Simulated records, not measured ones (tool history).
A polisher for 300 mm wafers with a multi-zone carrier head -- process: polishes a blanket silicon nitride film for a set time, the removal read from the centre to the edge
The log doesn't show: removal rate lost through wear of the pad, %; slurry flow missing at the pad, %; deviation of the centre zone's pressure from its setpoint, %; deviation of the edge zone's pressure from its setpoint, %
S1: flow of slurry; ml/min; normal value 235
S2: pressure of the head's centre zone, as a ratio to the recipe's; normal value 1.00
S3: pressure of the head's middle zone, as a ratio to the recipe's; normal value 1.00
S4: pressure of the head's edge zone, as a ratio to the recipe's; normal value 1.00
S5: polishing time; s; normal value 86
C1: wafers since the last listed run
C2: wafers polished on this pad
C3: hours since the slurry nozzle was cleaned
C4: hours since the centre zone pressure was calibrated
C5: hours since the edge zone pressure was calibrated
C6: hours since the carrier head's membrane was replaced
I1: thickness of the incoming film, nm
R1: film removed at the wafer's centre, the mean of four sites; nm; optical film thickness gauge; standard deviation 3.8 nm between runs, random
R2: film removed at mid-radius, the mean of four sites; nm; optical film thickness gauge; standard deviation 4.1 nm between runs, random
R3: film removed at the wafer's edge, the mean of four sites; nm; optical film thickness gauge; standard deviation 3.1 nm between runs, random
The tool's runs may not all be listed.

run    hour   S1    S2    S3    S4   S5    C1    C2     C3      C4      C5      C6     I1     R1     R2     R3
  1     0.0  235  1.00  1.00  1.00  103     0  5929  150.1   262.9  1299.0   505.6  774.6  308.1  307.9  319.6
       42.2  -- edge zone pressure recalibrated
  2   104.3  235  1.00  1.00  1.00  103  1198  7128  254.4   367.2    62.1   609.9  776.6  306.7  304.3  316.3
  3   169.9  200  0.92  0.96  1.00   97   768  7896  320.0   432.8   127.7   675.5  773.7  251.1  265.4  284.0
      292.8  -- worn pad replaced by a new one
  4   399.6  165  0.95  1.11  1.00   86  2643  1251  549.7   662.5   357.4   905.2  770.8  212.7  251.6  245.0
  5   507.3  235  1.00  1.00  1.00   86  1261  2512  657.4   770.2   465.1  1012.9  775.6  246.2  249.4  264.1
      542.6  -- slurry nozzle cleaned, repeated, since the last time left the tool worse
  6   609.9  290  1.00  1.00  1.00   86  1190  3703   67.3   872.8   567.7  1115.5  775.6  289.4  285.9  281.2
  7   707.5  310  1.00  1.00  1.05   86  1143  4846  164.9   970.4   665.3  1213.1  770.0  290.8  285.0  288.4
  8   800.2  235  1.00  1.00  1.00   86  1085  5932  257.6  1063.1   758.0  1305.8  785.2  275.2  280.0  287.1
  9   930.3  235  1.00  1.00  1.04   64  1524  7456  387.7  1193.2   888.1  1435.9  787.0  206.0  201.0  210.9
      992.9  -- carrier head's membrane replaced by a new one
 10   999.7  165  1.00  1.10  1.08   98   754  8210  457.1  1262.6   957.5     6.8  784.6  293.0  325.4  311.2
     1022.4  -- worn pad replaced by a new one
 11  1092.8  235  1.00  1.00  0.93  110  1043   824  550.2  1355.7  1050.6    99.9  776.9  348.5  342.7  347.2
     1114.2  -- edge zone pressure recalibrated
 12  1143.1  235  1.00  1.00  0.94   86   565  1390  600.5  1406.0    28.9   150.2  780.0  273.4  269.3  271.9
     1147.9  -- centre zone pressure recalibrated
 13  1188.7  235  1.00  0.91  1.00   86   510  1901  646.1    40.8    74.5   195.8  774.6  271.6  260.6  276.1
     1203.1  -- slurry nozzle cleaned
 14  1384.2  235  1.00  1.00  1.04   64  2278  4179  181.1   236.3   270.0   391.3  778.9  208.3  207.4  210.2
 15  1567.1  235  1.00  1.10  1.12   86  2142  6322  364.0   419.2   452.9   574.2  779.6  274.5  296.2  289.4
 16  1614.7  235  0.93  1.00  1.00   86   557  6879  411.6   466.8   500.5   621.8  775.2  256.0  271.0  279.1
 17  1684.4  235  1.08  1.07  1.11   86   816  7696  481.3   536.5   570.2   691.5  782.0  295.8  288.1  288.7
 18  1726.5  235  1.00  1.00  1.00   86   493  8189  523.4   578.6   612.3   733.6  775.2  276.4  269.2  279.9
     1768.4  -- worn pad replaced by a new one
 19  1826.2  235  0.94  1.00  0.93   70  1121   676  623.1   678.3   712.0   833.3  783.3  207.8  221.6  222.6
 20  1908.8  235  1.04  1.00  0.91   86   967  1644  705.7   760.9   794.6   915.9  783.6  279.6  270.3  270.8
     1945.2  -- slurry nozzle cleaned
 21  1946.8  280  1.00  1.00  1.00   86   433  2077    1.6   798.9   832.6   953.9  776.7  282.8  283.7  292.6
 22  2119.3  235  1.00  1.06  1.00   86  2020  4098  174.1   971.4  1005.1  1126.4  776.4  275.8  292.4  275.7

Predict each of these 4 candidate next runs independently; none follows another, all start after run 22:
  A  2119.8  235  1.00  1.00  1.00  86   5  4104  174.6  971.9  1005.6  1126.9  777.4   ?   ?   ?
  B  2119.8  210  1.00  1.00  1.00  86   5  4104  174.6  971.9  1005.6  1126.9  777.4   ?   ?   ?
  C  2119.8  235  1.00  0.89  1.06  78   5  4104  174.6  971.9  1005.6  1126.9  777.4   ?   ?   ?
  D  2119.8  285  1.00  0.89  1.00  86   5  4104  174.6  971.9  1005.6  1126.9  777.4   ?   ?   ?

run     R1     R2     R3
  A  279.4  276.9  279.3
  B  274.5  272.6  276.1
  C  253.2  227.8  258.9
  D  286.5  257.1  284.6
Had the tool no hidden state, the same runs would have come out as:
run     R1     R2     R3
  A  283.9  280.9  282.3
  B  279.5  277.0  279.4
  C  257.3  231.1  261.7
  D  290.3  260.2  287.2
